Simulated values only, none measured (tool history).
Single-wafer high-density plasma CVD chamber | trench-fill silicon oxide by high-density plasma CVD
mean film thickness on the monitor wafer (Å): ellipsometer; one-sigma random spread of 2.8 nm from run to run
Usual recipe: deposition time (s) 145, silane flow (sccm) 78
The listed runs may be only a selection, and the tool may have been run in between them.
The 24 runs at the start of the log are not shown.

| run | hour | deposition time (s) | silane flow (sccm) | wafers since the last listed run | hours since the silane flow controller was replaced | hours since the gauge calibration | read-back reference wafer on the same gauge, thickness_nm | mean film thickness on the monitor wafer (Å) |
|---|---|---|---|---|---|---|---|---|
| 25 | 649.0 | 118 | 78 | 162 | 31.3 | 292.3 | 1240.424 | 9263.80 |
| 26 | 674.6 | 124 | 66 | 169 | 56.9 | 317.9 | 1239.760 | 8246.62 |
| 27 | 699.9 | 132 | 63 | 167 | 82.2 | 343.2 | 1239.711 | 8394.76 |
| 28 | 729.4 | 145 | 78 | 195 | 111.7 | 372.7 | 1240.448 | 11438.55 |
| 29 | 741.9 | 136 | 89 | 82 | 124.2 | 385.2 | 1240.529 | 12173.48 |
| 30 | 754.7 | 117 | 85 | 84 | 137.0 | 398.0 | 1240.131 | 10074.21 |
|  | 766.8 | gauge calibrated |
| 31 | 777.6 | 145 | 78 | 151 | 159.9 | 10.8 | 1239.451 | 11442.76 |
| 32 | 836.4 | 163 | 78 | 389 | 218.7 | 69.6 | 1239.888 | 12826.31 |
| 33 | 863.6 | 165 | 87 | 180 | 245.9 | 96.8 | 1239.779 | 14499.25 |

What if the next run were any one of these 5? Each begins from the tool's condition after run 33:
| A | 864.0 | 145 | 78 | 2 | 246.3 | 97.2 | ? | ? |
| B | 864.0 | 172 | 78 | 2 | 246.3 | 97.2 | ? | ? |
| C | 864.0 | 117 | 65 | 2 | 246.3 | 97.2 | ? | ? |
| D | 864.0 | 126 | 78 | 2 | 246.3 | 97.2 | ? | ? |
| E | 864.0 | 145 | 65 | 2 | 246.3 | 97.2 | ? | ? |

| run | read-back reference wafer on the same gauge, thickness_nm | mean film thickness on the monitor wafer (Å) |
|---|---|---|
| A | 1240.615 | 11412.50 |
| B | 1240.615 | 13537.59 |
| C | 1240.615 | 7673.92 |
| D | 1240.615 | 9917.07 |
| E | 1240.615 | 9510.42 |
The same runs, with their run-to-run variation unchanged, on a tool lacking any hidden condition would have given:
| run | mean film thickness on the monitor wafer (Å) |
|---|---|
| A | 11336.34 |
| B | 13447.25 |
| C | 7622.71 |
| D | 9850.89 |
| E | 9446.95 |
